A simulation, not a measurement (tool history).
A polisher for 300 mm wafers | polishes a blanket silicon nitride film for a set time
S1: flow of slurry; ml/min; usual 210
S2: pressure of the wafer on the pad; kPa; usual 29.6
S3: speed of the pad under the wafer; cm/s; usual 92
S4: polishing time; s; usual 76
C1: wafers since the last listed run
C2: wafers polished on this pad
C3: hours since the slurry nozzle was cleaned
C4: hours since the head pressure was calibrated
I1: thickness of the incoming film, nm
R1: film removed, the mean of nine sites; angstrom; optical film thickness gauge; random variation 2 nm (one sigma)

Run 1, hour 0: usual settings; C1 0; C2 1096; C3 123.1; C4 335.3; I1 460. Result: R1 1391 angstrom.
Run 2, hour 7.1: usual settings; C1 81; C2 1178; C3 130.2; C4 342.4; I1 468.5. Result: R1 1377 angstrom.
At hour 25.9: worn pad replaced by a new one.
Run 3, hour 26.4: usual settings; C1 175; C2 5; C3 149.5; C4 361.7; I1 466.8. Result: R1 1443 angstrom.
Run 4, hour 37.6: usual settings; C1 128; C2 134; C3 160.7; C4 372.9; I1 465.1. Result: R1 1395 angstrom.
Run 5, hour 54.3: usual settings; C1 191; C2 326; C3 177.4; C4 389.6; I1 453.9. Result: R1 1414 angstrom.
Run 6, hour 65.7: usual settings; C1 131; C2 457; C3 188.8; C4 401; I1 460.4. Result: R1 1403 angstrom.
Run 7, hour 74.9: usual settings; C1 105; C2 563; C3 198; C4 410.2; I1 466.9. Result: R1 1387 angstrom.
Run 8, hour 84.9: usual settings; C1 114; C2 677; C3 208; C4 420.2; I1 457.9. Result: R1 1429 angstrom.
Run 9, hour 102.5: usual settings; C1 202; C2 880; C3 225.6; C4 437.8; I1 457.7. Result: R1 1409 angstrom.
Run 10, hour 112.3: usual settings; C1 112; C2 992; C3 235.4; C4 447.6; I1 462.5. Result: R1 1409 angstrom.
Run 11, hour 129.3: usual settings; C1 195; C2 1188; C3 252.4; C4 464.6; I1 460. Result: R1 1379 angstrom.
At hour 139.3: worn pad replaced by a new one.
Run 12, hour 139.8: usual settings; C1 74; C2 6; C3 262.9; C4 475.1; I1 462.1. Result: R1 1264 angstrom.
Run 13, hour 152.6: usual settings; C1 147; C2 153; C3 275.7; C4 487.9; I1 454.4. Result: R1 1263 angstrom.
Run 14, hour 169: usual settings but S2 36.5 kPa, S3 78 cm/s; C1 188; C2 341; C3 292.1; C4 504.3; I1 461.5. Result: R1 1313 angstrom.
At hour 177.8: head pressure recalibrated.
Run 15, hour 180.3: usual settings but S2 36.5 kPa, S3 78 cm/s; C1 106; C2 448; C3 303.4; C4 2.5; I1 454.8. Result: R1 1329 angstrom.
At hour 191.5: slurry nozzle cleaned.
Run 16, hour 194.7: usual settings; C1 154; C2 602; C3 3.2; C4 16.9; I1 466. Result: R1 1222 angstrom.
Run 17, hour 210.4: usual settings; C1 180; C2 783; C3 18.9; C4 32.6; I1 463.5. Result: R1 1224 angstrom.
At hour 218.4: worn pad replaced by a new one, repeated, since the last time left the tool worse.
Run 18, hour 227.2: usual settings; C1 147; C2 100; C3 35.7; C4 49.4; I1 461.1. Result: R1 1442 angstrom.
Run 19, hour 241.8: usual settings; C1 167; C2 268; C3 50.3; C4 64; I1 465.8. Result: R1 1439 angstrom.
Run 20, hour 249.3: usual settings but S3 100 cm/s; C1 86; C2 354; C3 57.8; C4 71.5; I1 459.9. Result: R1 1535 angstrom.
Run 21, hour 261.3: usual settings but S1 145 ml/min, S2 39.3 kPa, S3 104 cm/s, S4 84 s; C1 137; C2 492; C3 69.8; C4 83.5; I1 460.5. Result: R1 2126 angstrom.
Run 22, hour 274.8: usual settings; C1 155; C2 648; C3 83.3; C4 97; I1 463.5. Result: R1 1400 angstrom.
Run 23, hour 286.7: usual settings but S1 175 ml/min, S2 23.4 kPa, S3 118 cm/s, S4 56 s; C1 136; C2 784; C3 95.2; C4 108.9; I1 465.4. Result: R1 1029 angstrom.
At hour 315.9: worn pad replaced by a new one.
Run 24, hour 317.3: usual settings but S1 145 ml/min, S3 106 cm/s; C1 305; C2 15; C3 125.8; C4 139.5; I1 463.9. Result: R1 1528 angstrom.
Run 25, hour 333.5: usual settings but S1 160 ml/min, S2 24.8 kPa, S3 110 cm/s, S4 98 s; C1 186; C2 201; C3 142; C4 155.7; I1 467.8. Result: R1 1833 angstrom.
Run 26, hour 343.1: usual settings but S2 33.1 kPa, S4 49 s; C1 110; C2 312; C3 151.6; C4 165.3; I1 460.9. Result: R1 1019 angstrom.
Run 27, hour 353: usual settings; C1 113; C2 425; C3 161.5; C4 175.2; I1 462.5. Result: R1 1403 angstrom.
Run 28, hour 367.3: usual settings but S1 240 ml/min, S3 116 cm/s; C1 164; C2 590; C3 175.8; C4 189.5; I1 466.6. Result: R1 1747 angstrom.
Run 29, hour 379.5: usual settings; C1 140; C2 730; C3 188; C4 201.7; I1 457.9. Result: R1 1410 angstrom.
Run 30, hour 391.3: usual settings; C1 135; C2 865; C3 199.8; C4 213.5; I1 466.8. Result: R1 1375 angstrom.
Run 31, hour 408.3: usual settings but S2 20 kPa, S4 65 s; C1 195; C2 1061; C3 216.8; C4 230.5; I1 460.5. Result: R1 852 angstrom.
Run 32, hour 416.8: usual settings but S1 185 ml/min, S3 84 cm/s; C1 97; C2 1159; C3 225.3; C4 239; I1 465. Result: R1 1216 angstrom.
Run 33, hour 426.3: usual settings but S1 135 ml/min; C1 109; C2 1268; C3 234.8; C4 248.5; I1 459.2. Result: R1 1296 angstrom.
At hour 435.7: worn pad replaced by a new one.
Run 34, hour 441.2: usual settings; C1 125; C2 63; C3 249.7; C4 263.4; I1 465.7. Result: R1 1455 angstrom.
Run 35, hour 453.1: usual settings but S1 155 ml/min, S4 96 s; C1 136; C2 199; C3 261.6; C4 275.3; I1 461.5. Result: R1 1769 angstrom.
Run 36, hour 496.1: usual settings but S2 20 kPa, S3 70 cm/s; C1 494; C2 693; C3 304.6; C4 318.3; I1 466.5. Result: R1 818 angstrom.

How the hidden state differs across the entries between the runs, from the last listed run before each to the first after it:
Between runs 2 and 3: worn pad replaced by a new one (hour 25.9)
  removal rate lost through wear of the pad, %: 5.39 -> 0.276
  measured less the result without the state, R1: -78 -> -4 angstrom
Between runs 11 and 12: worn pad replaced by a new one (hour 139.3)
  removal rate lost through wear of the pad, %: 5.7 -> 12.6
  measured less the result without the state, R1: -83 -> -183 angstrom
Between runs 14 and 15: head pressure recalibrated (hour 177.8)
  removal rate lost through wear of the pad, %: 13.1 -> 13.5
  measured less the result without the state, R1: -197 -> -207 angstrom
Between runs 15 and 16: slurry nozzle cleaned (hour 191.5)
  removal rate lost through wear of the pad, %: 13.5 -> 14.2
  measured less the result without the state, R1: -207 -> -202 angstrom
Between runs 17 and 18: worn pad replaced by a new one, repeated, since the last time left the tool worse (hour 218.4)
  removal rate lost through wear of the pad, %: 15.2 -> 1
  measured less the result without the state, R1: -219 -> -14 angstrom
Between runs 23 and 24: worn pad replaced by a new one (hour 315.9)
  removal rate lost through wear of the pad, %: 3.33 -> 0.26
  measured less the result without the state, R1: -35 -> -4 angstrom
Between runs 33 and 34: worn pad replaced by a new one (hour 435.7)
  removal rate lost through wear of the pad, %: 6.44 -> 0.716
  measured less the result without the state, R1: -89 -> -10 angstrom
